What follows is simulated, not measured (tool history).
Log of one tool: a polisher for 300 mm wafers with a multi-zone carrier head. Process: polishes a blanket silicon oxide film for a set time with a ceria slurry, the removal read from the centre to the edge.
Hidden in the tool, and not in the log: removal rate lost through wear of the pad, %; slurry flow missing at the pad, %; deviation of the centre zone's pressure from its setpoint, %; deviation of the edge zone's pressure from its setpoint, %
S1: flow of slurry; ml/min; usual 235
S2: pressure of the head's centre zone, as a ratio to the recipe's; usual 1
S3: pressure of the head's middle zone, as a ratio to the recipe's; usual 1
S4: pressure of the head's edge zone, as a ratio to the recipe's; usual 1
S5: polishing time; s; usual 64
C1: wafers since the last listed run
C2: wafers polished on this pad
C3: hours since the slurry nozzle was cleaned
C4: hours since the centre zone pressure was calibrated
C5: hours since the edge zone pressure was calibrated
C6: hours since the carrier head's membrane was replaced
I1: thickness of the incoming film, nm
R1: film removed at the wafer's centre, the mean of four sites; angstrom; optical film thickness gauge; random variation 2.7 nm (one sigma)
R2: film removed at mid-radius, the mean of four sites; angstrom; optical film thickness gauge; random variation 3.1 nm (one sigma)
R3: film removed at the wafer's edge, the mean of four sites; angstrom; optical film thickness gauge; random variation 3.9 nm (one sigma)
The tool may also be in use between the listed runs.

run 1 day=0 | S1=235 S2=0.91 S3=1 S4=1 S5=64 | C1=0 C2=8046 C3=680.8 C4=422.8 C5=781.6 C6=673.1 | I1=1126.6 | R1=2801 R2=3116 R3=3174
-- day=1.558 worn pad replaced by a new one
-- day=1.833 carrier head's membrane replaced by a new one
run 2 day=3.571 | S1=235 S2=1 S3=1 S4=1 S5=64 | C1=1049 C2=592 C3=766.5 C4=508.5 C5=867.3 C6=41.7 | I1=1160.2 | R1=3117 R2=3116 R3=3133
-- day=4.717 slurry nozzle cleaned
run 3 day=6.679 | S1=235 S2=1 S3=1 S4=1 S5=64 | C1=1007 C2=1599 C3=47.1 C4=583.1 C5=941.9 C6=116.3 | I1=1164.9 | R1=3352 R2=3307 R3=3269
-- day=9.496 edge zone pressure recalibrated
run 4 day=10.375 | S1=235 S2=1 S3=1 S4=1 S5=64 | C1=1186 C2=2786 C3=135.8 C4=671.8 C5=21.1 C6=205 | I1=1162.6 | R1=3279 R2=3303 R3=3195
run 5 day=14.462 | S1=235 S2=1 S3=1 S4=1 S5=64 | C1=1342 C2=4128 C3=233.9 C4=769.9 C5=119.2 C6=303.1 | I1=1134.3 | R1=3254 R2=3232 R3=3213
run 6 day=16.388 | S1=235 S2=1 S3=0.95 S4=1 S5=83 | C1=632 C2=4760 C3=280.1 C4=816.1 C5=165.4 C6=349.3 | I1=1162.1 | R1=4180 R2=4003 R3=4192
-- day=17.512 centre zone pressure recalibrated
run 7 day=18.817 | S1=190 S2=0.95 S3=1 S4=0.95 S5=80 | C1=770 C2=5530 C3=338.4 C4=31.3 C5=223.7 C6=407.6 | I1=1152.3 | R1=3674 R2=3893 R3=3775
run 8 day=21.762 | S1=235 S2=1 S3=1 S4=1 S5=64 | C1=967 C2=6498 C3=409.1 C4=102 C5=294.4 C6=478.3 | I1=1152.1 | R1=3159 R2=3168 R3=3258
-- day=21.962 worn pad replaced by a new one
run 9 day=23.654 | S1=235 S2=1 S3=1.09 S4=1 S5=64 | C1=566 C2=554 C3=454.5 C4=147.4 C5=339.8 C6=523.7 | I1=1152.5 | R1=3174 R2=3409 R3=3173
run 10 day=31.925 | S1=215 S2=0.89 S3=0.95 S4=1.09 S5=64 | C1=2715 C2=3270 C3=653 C4=345.9 C5=538.3 C6=722.2 | I1=1143.6 | R1=2737 R2=3035 R3=3234
-- day=32.142 slurry nozzle cleaned
run 11 day=34.9 | S1=265 S2=1 S3=1 S4=1 S5=64 | C1=963 C2=4234 C3=66.2 C4=417.3 C5=609.7 C6=793.6 | I1=1151.4 | R1=3367 R2=3355 R3=3278
run 12 day=38.008 | S1=170 S2=1 S3=1 S4=1.04 S5=64 | C1=1020 C2=5254 C3=140.8 C4=491.9 C5=684.3 C6=868.2 | I1=1164.1 | R1=3085 R2=3116 R3=3204
-- day=40.154 carrier head's membrane replaced by a new one
run 13 day=42.033 | S1=235 S2=1 S3=1 S4=1 S5=64 | C1=1253 C2=6508 C3=237.4 C4=588.5 C5=780.9 C6=45.1 | I1=1167 | R1=3235 R2=3194 R3=3196
-- day=44.112 worn pad replaced by a new one
run 14 day=46.033 | S1=235 S2=1.04 S3=1.09 S4=1 S5=75 | C1=1258 C2=631 C3=333.4 C4=684.5 C5=876.9 C6=141.1 | I1=1153 | R1=3888 R2=3969 R3=3701
run 15 day=48.846 | S1=235 S2=1 S3=1 S4=1 S5=58 | C1=923 C2=1554 C3=400.9 C4=752 C5=944.4 C6=208.6 | I1=1148.4 | R1=2901 R2=2860 R3=2917
run 16 day=52.738 | S1=235 S2=1 S3=1 S4=1 S5=54 | C1=1277 C2=2832 C3=494.3 C4=845.4 C5=1037.8 C6=302 | I1=1141.3 | R1=2645 R2=2609 R3=2652
-- day=53.242 centre zone pressure recalibrated
run 17 day=55.208 | S1=235 S2=1 S3=1 S4=1 S5=64 | C1=783 C2=3616 C3=553.6 C4=47.2 C5=1097.1 C6=361.3 | I1=1150.8 | R1=3126 R2=3131 R3=3123
-- day=56.379 edge zone pressure recalibrated
run 18 day=61.879 | S1=235 S2=1 S3=0.94 S4=0.93 S5=64 | C1=2163 C2=5779 C3=713.7 C4=207.3 C5=132 C6=521.4 | I1=1134.2 | R1=3073 R2=3006 R3=3060
run 19 day=64.362 | S1=235 S2=1 S3=1 S4=1 S5=85 | C1=815 C2=6595 C3=773.3 C4=266.9 C5=191.6 C6=581 | I1=1157.9 | R1=4172 R2=4146 R3=4250
-- day=68 worn pad replaced by a new one
-- day=68.975 slurry nozzle cleaned
run 20 day=74.017 | S1=235 S2=1.12 S3=1 S4=1.04 S5=54 | C1=3101 C2=1962 C3=121 C4=498.6 C5=423.3 C6=812.7 | I1=1138.7 | R1=3078 R2=2751 R3=2764
-- day=79.654 carrier head's membrane replaced by a new one
run 21 day=84.292 | S1=235 S2=1 S3=1 S4=1 S5=64 | C1=3305 C2=5268 C3=367.6 C4=745.2 C5=669.9 C6=111.3 | I1=1150.6 | R1=3174 R2=3159 R3=3179

Forecast each of these 5 alternatives for the next run:
run A day=84.308 | S1=235 S2=1 S3=1 S4=1.08 S5=64 | C1=5 C2=5273 C3=368 C4=745.6 C5=670.3 C6=111.7 | I1=1165.2 | R1=? R2=? R3=?
run B day=84.308 | S1=300 S2=1.12 S3=0.96 S4=0.88 S5=64 | C1=5 C2=5273 C3=368 C4=745.6 C5=670.3 C6=111.7 | I1=1165.2 | R1=? R2=? R3=?
run C day=84.308 | S1=285 S2=1 S3=1 S4=1 S5=58 | C1=5 C2=5273 C3=368 C4=745.6 C5=670.3 C6=111.7 | I1=1165.2 | R1=? R2=? R3=?
run D day=84.308 | S1=235 S2=1 S3=1 S4=1.09 S5=55 | C1=5 C2=5273 C3=368 C4=745.6 C5=670.3 C6=111.7 | I1=1165.2 | R1=? R2=? R3=?
run E day=84.308 | S1=235 S2=1 S3=0.93 S4=1 S5=79 | C1=5 C2=5273 C3=368 C4=745.6 C5=670.3 C6=111.7 | I1=1165.2 | R1=? R2=? R3=?

run=A R1=3167 R2=3175 R3=3264
run=B R1=3680 R2=3191 R3=3112
run=C R1=2955 R2=2953 R3=2931
run=D R1=2722 R2=2729 R3=2815
run=E R1=3908 R2=3738 R3=3921
Without the tool's hidden state the same runs would have given:
run=A R1=3356 R2=3344 R3=3391
run=B R1=3857 R2=3329 R3=3213
run=C R1=3104 R2=3087 R3=3030
run=D R1=2884 R2=2874 R3=2924
run=E R1=4141 R2=3937 R3=4073
